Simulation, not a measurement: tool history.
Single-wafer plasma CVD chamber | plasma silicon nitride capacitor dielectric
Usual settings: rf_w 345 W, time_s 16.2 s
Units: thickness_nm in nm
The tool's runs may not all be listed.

run    hour  rf_w  time_s  read-back reference wafer on the same gauge, thickness_nm  thickness_nm
  1       0   370    17.7                                                     18.912        24.195
  2    62.7   370    17.7                                                     18.892        24.318
  3    99.6   345    16.2                                                      18.92        21.833
  4   137.8   345    16.2                                                     18.907        21.915
  5   168.1   345    18.7                                                     18.909         25.29
  6   221.8   345    16.2                                                     18.914        21.985
  7   261.1   345    16.2                                                     18.898        21.893
      273.3  -- RF generator calibrated
  8     317   345    16.2                                                     18.913        22.181
  9   354.7   345    16.2                                                     18.889        22.267
 10   423.2   370    16.2                                                     18.896        22.621
 11     468   345    16.2                                                     18.889        22.163
 12     508   385    16.2                                                     18.917        22.639
 13   540.1   385    16.2                                                     18.903        22.724
 14   605.9   345    16.2                                                     18.905        22.068
 15   654.4   345    16.2                                                       18.9        22.201
 16   691.9   345    16.2                                                     18.899        22.124
 17     763   345    16.2                                                     18.904        22.234
 18   791.5   315    18.2                                                     18.891        24.307
 19   855.1   345    16.2                                                     18.899         22.13
 20   884.8   345    16.2                                                     18.907        22.149
 21   939.4   345    16.2                                                     18.903         22.07
     1001.7  -- gauge calibrated
 22  1049.3   405    18.5                                                     18.903        26.213
 23  1096.2   365    13.6                                                     18.907        18.768
 24  1144.5   345    16.2                                                     18.889        22.104
 25  1311.7   400    19.4                                                     18.898        27.361
 26  1370.3   385    16.2                                                     18.885        22.565
 27  1425.1   295    13.7                                                     18.902        17.989
 28  1468.6   390    16.2                                                     18.912        22.535
 29  1511.4   345    16.2                                                     18.914        21.885
 30  1575.5   395    18.4                                                       18.9        25.553
 31  1636.6   345    16.2                                                     18.917        22.117
 32  1662.8   345    17.4                                                     18.905        23.366
 33  1765.8   405    16.2                                                     18.902        22.703
 34    1812   380    19.3                                                     18.909        26.695
     1833.5  -- showerhead replaced
     1869.1  -- RF generator calibrated
 35  1958.4   310    13.2                                                     18.896        17.761
 36    2030   375    13.4                                                     18.903        18.766
 37    2084   305    16.2                                                     18.889        21.662
 38  2138.7   345    14.6                                                     18.892        19.948
 39  2209.7   345    16.2                                                     18.894        22.315
 40  2246.9   345    17.6                                                     18.903         24.11
 41  2380.2   345    14.5                                                     18.913          19.9
 42  2429.3   320    18.6                                                     18.904        25.085
 43  2493.4   345    14.6                                                     18.898        19.843

The same runs without the tool's hidden state, with the same run-to-run variation:
The hidden state here: delivered RF power above the setpoint (%); gauge reads high (%).
run  thickness_nm
  1        24.538
  2        24.679
  3        22.165
  4        22.257
  5        25.693
  6        22.348
  7        22.264
  8        22.198
  9        22.292
 10        22.662
 11        22.213
 12        22.699
 13        22.791
 14        22.148
 15        22.293
 16        22.223
 17         22.35
 18        24.441
 19        22.266
 20        22.291
 21        22.224
 22        26.426
 23        18.929
 24        22.305
 25        27.657
 26        22.823
 27        18.204
 28        22.816
 29        22.168
 30          25.9
 31        22.432
 32        23.704
 33        23.057
 34        27.124
 35        17.778
 36        18.797
 37        21.709
 38        20.003
 39        22.392
 40        24.202
 41        20.003
 42        25.227
 43        19.968
